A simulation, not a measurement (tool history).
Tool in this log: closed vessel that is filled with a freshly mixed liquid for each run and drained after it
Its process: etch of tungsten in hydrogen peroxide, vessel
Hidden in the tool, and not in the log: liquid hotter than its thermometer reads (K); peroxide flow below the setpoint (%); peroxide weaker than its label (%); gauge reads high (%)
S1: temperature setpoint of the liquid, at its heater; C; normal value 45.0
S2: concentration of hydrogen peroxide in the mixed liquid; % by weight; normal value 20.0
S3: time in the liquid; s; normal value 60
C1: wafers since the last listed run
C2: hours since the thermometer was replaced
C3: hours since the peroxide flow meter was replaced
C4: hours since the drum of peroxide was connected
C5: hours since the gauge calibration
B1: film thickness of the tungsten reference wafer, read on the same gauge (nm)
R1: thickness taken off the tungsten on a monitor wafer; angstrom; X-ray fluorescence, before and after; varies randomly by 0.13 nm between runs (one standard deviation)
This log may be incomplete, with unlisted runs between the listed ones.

run   hour    S1    S2  S3    C1      C2      C3     C4     C5      B1     R1
  1    0.0  45.0  20.0  70     0  1791.5  1681.1  802.5  128.7  130.01  651.5
  2   30.3  45.0  20.0  70  2670  1821.8  1711.4  832.8  159.0  129.99  650.7
      48.4  -- gauge calibrated
  3   49.6  45.0  20.0  70  1701  1841.1  1730.7  852.1    1.2  130.05  650.7
  4   71.2  45.0  20.0  85  1903  1862.7  1752.3  873.7   22.8  130.00  790.7
  5   87.6  45.0  20.0  85  1445  1879.1  1768.7  890.1   39.2  129.98  795.4
  6  100.1  45.0  20.0  60  1101  1891.6  1781.2  902.6   51.7  130.06  559.0
  7  132.1  45.0  20.0  60  2820  1923.6  1813.2  934.6   83.7  129.98  557.9
  8  155.7  54.0  15.0  30  2079  1947.2  1836.8  958.2  107.3  129.99  417.4
  9  177.7  38.0  16.5  90  1938  1969.2  1858.8  980.2  129.3  130.02  485.5
     183.1  -- peroxide flow meter replaced
     189.1  -- new drum of peroxide connected
 10  191.7  38.5  20.0  35  1057  1983.2     8.6    2.6  143.3  130.06  227.5
     202.2  -- thermometer replaced
     231.3  -- gauge calibrated
 11  260.2  36.0  20.0  45  5949    58.0    77.1   71.1   28.9  130.03  230.7
 12  280.7  45.0  23.0  95  1806    78.5    97.6   91.6   49.4  130.01  935.4
 13  307.6  45.0  20.0  60  2370   105.4   124.5  118.5   76.3  129.97  550.5
 14  324.1  54.0  15.5  60  1454   121.9   141.0  135.0   92.8  129.97  838.1

Hidden state, per run?
peroxide weaker than its label (%): 0 on each run
gauge reads high (%): 0 on each run
H1: liquid hotter than its thermometer reads (K)
H2: peroxide flow below the setpoint (%)
run     H1     H2
  1   1.24   10.3
  2   1.26   10.5
  3   1.27   10.6
  4   1.29   10.7
  5    1.3   10.8
  6    1.3   10.9
  7   1.32   11.1
  8   1.34   11.2
  9   1.35   11.4
 10   1.36   0.31
 11  0.222   0.72
 12  0.235  0.843
 13  0.253      1
 14  0.263    1.1

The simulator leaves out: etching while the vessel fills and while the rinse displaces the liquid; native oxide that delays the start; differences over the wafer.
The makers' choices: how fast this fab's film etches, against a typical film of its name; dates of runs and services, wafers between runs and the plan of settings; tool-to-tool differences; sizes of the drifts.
